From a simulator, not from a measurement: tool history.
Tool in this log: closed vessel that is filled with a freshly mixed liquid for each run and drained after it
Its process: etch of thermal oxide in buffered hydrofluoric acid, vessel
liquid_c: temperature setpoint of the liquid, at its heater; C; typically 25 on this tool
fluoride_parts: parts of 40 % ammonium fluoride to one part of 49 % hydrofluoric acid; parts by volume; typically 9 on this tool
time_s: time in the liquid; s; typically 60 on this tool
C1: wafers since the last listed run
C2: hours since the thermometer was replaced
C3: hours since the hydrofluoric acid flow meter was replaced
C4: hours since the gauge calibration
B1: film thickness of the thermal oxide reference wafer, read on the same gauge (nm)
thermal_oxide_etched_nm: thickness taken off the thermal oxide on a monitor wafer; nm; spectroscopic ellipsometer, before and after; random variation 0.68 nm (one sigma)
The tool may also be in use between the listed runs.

run 1 hour=0 | liquid_c=25 fluoride_parts=9 time_s=60 | C1=0 C2=1318.3 C3=904.4 C4=1757.4 | B1=129.99 | thermal_oxide_etched_nm=69.54
run 2 hour=94.4 | liquid_c=25 fluoride_parts=9 time_s=60 | C1=11446 C2=1412.7 C3=998.8 C4=1851.8 | B1=130.01 | thermal_oxide_etched_nm=70.3
-- hour=127 thermometer replaced
-- hour=128.2 hydrofluoric acid flow meter replaced
run 3 hour=149 | liquid_c=25 fluoride_parts=9 time_s=40 | C1=6378 C2=22 C3=20.8 C4=1906.4 | B1=130 | thermal_oxide_etched_nm=46.67
run 4 hour=250.4 | liquid_c=21.5 fluoride_parts=9 time_s=45 | C1=12295 C2=123.4 C3=122.2 C4=2007.8 | B1=130 | thermal_oxide_etched_nm=42.89
run 5 hour=292.3 | liquid_c=21.5 fluoride_parts=9 time_s=45 | C1=5080 C2=165.3 C3=164.1 C4=2049.7 | B1=129.99 | thermal_oxide_etched_nm=43.39
run 6 hour=384.4 | liquid_c=21.5 fluoride_parts=9 time_s=45 | C1=11167 C2=257.4 C3=256.2 C4=2141.8 | B1=130 | thermal_oxide_etched_nm=43.68
run 7 hour=481.9 | liquid_c=25 fluoride_parts=9 time_s=85 | C1=11822 C2=354.9 C3=353.7 C4=2239.3 | B1=130 | thermal_oxide_etched_nm=99.04
run 8 hour=559.2 | liquid_c=25 fluoride_parts=9 time_s=60 | C1=9373 C2=432.2 C3=431 C4=2316.6 | B1=129.99 | thermal_oxide_etched_nm=70.65
run 9 hour=620.3 | liquid_c=25 fluoride_parts=9 time_s=60 | C1=7408 C2=493.3 C3=492.1 C4=2377.7 | B1=130.02 | thermal_oxide_etched_nm=71.13
run 10 hour=727.3 | liquid_c=25 fluoride_parts=9 time_s=60 | C1=12974 C2=600.3 C3=599.1 C4=2484.7 | B1=130.02 | thermal_oxide_etched_nm=71.08
run 11 hour=775.9 | liquid_c=25 fluoride_parts=9 time_s=60 | C1=5893 C2=648.9 C3=647.7 C4=2533.3 | B1=129.99 | thermal_oxide_etched_nm=70.52
run 12 hour=902.2 | liquid_c=25 fluoride_parts=9 time_s=60 | C1=15314 C2=775.2 C3=774 C4=2659.6 | B1=130.01 | thermal_oxide_etched_nm=70.25
run 13 hour=995.2 | liquid_c=29.5 fluoride_parts=9 time_s=85 | C1=11276 C2=868.2 C3=867 C4=2752.6 | B1=130.01 | thermal_oxide_etched_nm=126.21
run 14 hour=1086.3 | liquid_c=25 fluoride_parts=9 time_s=60 | C1=11046 C2=959.3 C3=958.1 C4=2843.7 | B1=130 | thermal_oxide_etched_nm=71.12
run 15 hour=1164.1 | liquid_c=27 fluoride_parts=9 time_s=95 | C1=9433 C2=1037.1 C3=1035.9 C4=2921.5 | B1=129.98 | thermal_oxide_etched_nm=124.84
-- hour=1180.1 hydrofluoric acid flow meter replaced
run 16 hour=1247.3 | liquid_c=25 fluoride_parts=9 time_s=75 | C1=9967 C2=1120.3 C3=67.2 C4=3004.7 | B1=129.99 | thermal_oxide_etched_nm=86.54
run 17 hour=1340.4 | liquid_c=25 fluoride_parts=6 time_s=75 | C1=11288 C2=1213.4 C3=160.3 C4=3097.8 | B1=130.01 | thermal_oxide_etched_nm=131.62
-- hour=1407.9 gauge calibrated
run 18 hour=1414.9 | liquid_c=28 fluoride_parts=11 time_s=35 | C1=9033 C2=1287.9 C3=234.8 C4=7 | B1=130 | thermal_oxide_etched_nm=40.77
run 19 hour=1454.2 | liquid_c=29.5 fluoride_parts=12.5 time_s=60 | C1=4765 C2=1327.2 C3=274.1 C4=46.3 | B1=129.99 | thermal_oxide_etched_nm=67.23
run 20 hour=1510.5 | liquid_c=25 fluoride_parts=10 time_s=60 | C1=6826 C2=1383.5 C3=330.4 C4=102.6 | B1=130.01 | thermal_oxide_etched_nm=66.24
run 21 hour=1556.9 | liquid_c=25 fluoride_parts=10.5 time_s=50 | C1=5626 C2=1429.9 C3=376.8 C4=149 | B1=130.01 | thermal_oxide_etched_nm=51.86
-- hour=1608.9 thermometer replaced
run 22 hour=1663.9 | liquid_c=22.5 fluoride_parts=9 time_s=30 | C1=12853 C2=55 C3=483.8 C4=256 | B1=129.99 | thermal_oxide_etched_nm=30.66
run 23 hour=1761.4 | liquid_c=20.5 fluoride_parts=11.5 time_s=80 | C1=11822 C2=152.5 C3=581.3 C4=353.5 | B1=129.99 | thermal_oxide_etched_nm=59.23
run 24 hour=1852.2 | liquid_c=23 fluoride_parts=11.5 time_s=60 | C1=11009 C2=243.3 C3=672.1 C4=444.3 | B1=130 | thermal_oxide_etched_nm=52.26
run 25 hour=1892.3 | liquid_c=25 fluoride_parts=9 time_s=60 | C1=4862 C2=283.4 C3=712.2 C4=484.4 | B1=129.99 | thermal_oxide_etched_nm=69.36
run 26 hour=1990.2 | liquid_c=25 fluoride_parts=9 time_s=60 | C1=11870 C2=381.3 C3=810.1 C4=582.3 | B1=129.99 | thermal_oxide_etched_nm=69.5

The next listed run, before its measurement:
-- hour=2028.3 hydrofluoric acid flow meter replaced
run 27 hour=2066.1 | liquid_c=25 fluoride_parts=11 time_s=60 | C1=9082 C2=457.2 C3=37.8 C4=658.2 | B1=? | thermal_oxide_etched_nm=?

Run 27 came out at B1 130.01, thermal_oxide_etched_nm 59.79 nm.
With no hidden state in the tool, this same run would have given thermal_oxide_etched_nm 59.79 nm.

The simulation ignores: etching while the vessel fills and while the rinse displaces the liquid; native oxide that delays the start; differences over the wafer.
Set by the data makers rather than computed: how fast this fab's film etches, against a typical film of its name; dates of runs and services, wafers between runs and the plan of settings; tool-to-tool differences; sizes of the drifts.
